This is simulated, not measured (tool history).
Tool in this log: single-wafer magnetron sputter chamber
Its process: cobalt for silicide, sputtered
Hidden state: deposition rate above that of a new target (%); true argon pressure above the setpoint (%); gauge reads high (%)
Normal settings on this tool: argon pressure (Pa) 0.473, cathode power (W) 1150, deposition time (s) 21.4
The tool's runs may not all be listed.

run	day	argon pressure (Pa)	cathode power (W)	deposition time (s)	wafers since the last listed run	wafers on the sputter target	hours since the last manometer calibration	hours since the magnet pack was replaced	hours since the gauge calibration	read-back reference wafer on the same gauge, thickness_nm	mean film thickness on the monitor wafer (angstrom)
1	0.000	0.473	1150	21.4	0	6474	1836.4	12614.5	501.7	10.003	118.66
# day 1.238: sputter target and shields replaced
2	1.267	0.473	1150	21.4	618	19	1866.8	12644.9	532.1	10.010	118.36
3	3.712	0.473	1150	21.4	1620	1640	1925.5	12703.6	590.8	9.987	117.98
4	4.592	0.473	1150	21.4	582	2223	1946.6	12724.7	611.9	9.985	118.81
5	5.175	0.473	1150	21.4	386	2609	1960.6	12738.7	625.9	10.006	118.91
6	5.842	0.473	1150	21.4	441	3051	1976.6	12754.7	641.9	10.000	119.36
7	7.138	0.473	1150	21.4	858	3910	2007.7	12785.8	673.0	9.982	118.49
8	7.979	0.473	1150	21.4	557	4468	2027.9	12806.0	693.2	10.005	117.79
9	8.688	0.473	1150	21.4	469	4937	2044.9	12823.0	710.2	10.000	119.41
10	9.512	0.404	1250	21.4	546	5484	2064.7	12842.8	730.0	10.004	132.06
# day 10.292: sputter target and shields replaced
11	10.312	0.404	1250	21.4	309	13	2083.9	12862.0	749.2	9.988	131.46
# day 10.896: magnet pack replaced
12	11.667	0.404	1250	21.4	676	690	2116.4	18.5	781.7	9.996	132.60
13	12.304	0.473	1250	21.4	422	1112	2131.7	33.8	797.0	9.988	128.14
14	13.217	0.473	1250	21.4	604	1717	2153.6	55.7	818.9	10.006	128.52
15	14.333	0.473	1150	21.4	740	2457	2180.4	82.5	845.7	9.979	118.99
16	15.075	0.473	1150	21.4	491	2948	2198.2	100.3	863.5	10.001	118.47
17	16.317	0.355	1050	21.4	822	3771	2228.0	130.1	893.3	10.011	111.24
# day 17.612: gauge calibrated
18	17.771	0.304	1400	19.8	963	4735	2262.9	165.0	3.8	10.021	140.89
# day 19.075: sputter target and shields replaced
19	21.442	0.601	1450	19.0	2211	1569	2351.0	253.1	91.9	9.997	127.91
20	22.100	0.358	1150	21.4	436	2005	2366.8	268.9	107.7	9.990	122.10
21	22.792	0.473	1150	25.5	458	2463	2383.4	285.5	124.3	10.010	142.02
# day 24.500: capacitance manometer re-zeroed and calibrated
22	24.521	0.644	1400	18.9	925	3388	0.5	327.0	165.8	9.993	122.20
23	25.008	0.473	1150	21.4	323	3711	12.2	338.7	177.5	9.991	118.55
24	26.262	0.385	1150	17.8	831	4542	42.3	368.8	207.6	10.016	101.28
25	28.246	0.521	1450	21.4	1314	5857	89.9	416.4	255.2	10.009	147.14
26	29.279	0.473	1150	21.4	684	6542	114.7	441.2	280.0	10.005	118.07
27	29.950	0.473	1150	21.4	444	6986	130.8	457.3	296.1	10.008	119.15

The next listed run, before its measurement:
# day 30.779: sputter target and shields replaced
28	31.300	0.537	1000	21.4	673	345	163.2	489.7	328.5	?	?

Logged for run 28: read-back reference wafer on the same gauge, thickness_nm 10.002, mean film thickness on the monitor wafer (angstrom) 100.53.
Had the tool carried no hidden state, the very same run would have given mean film thickness on the monitor wafer (angstrom) 100.53.
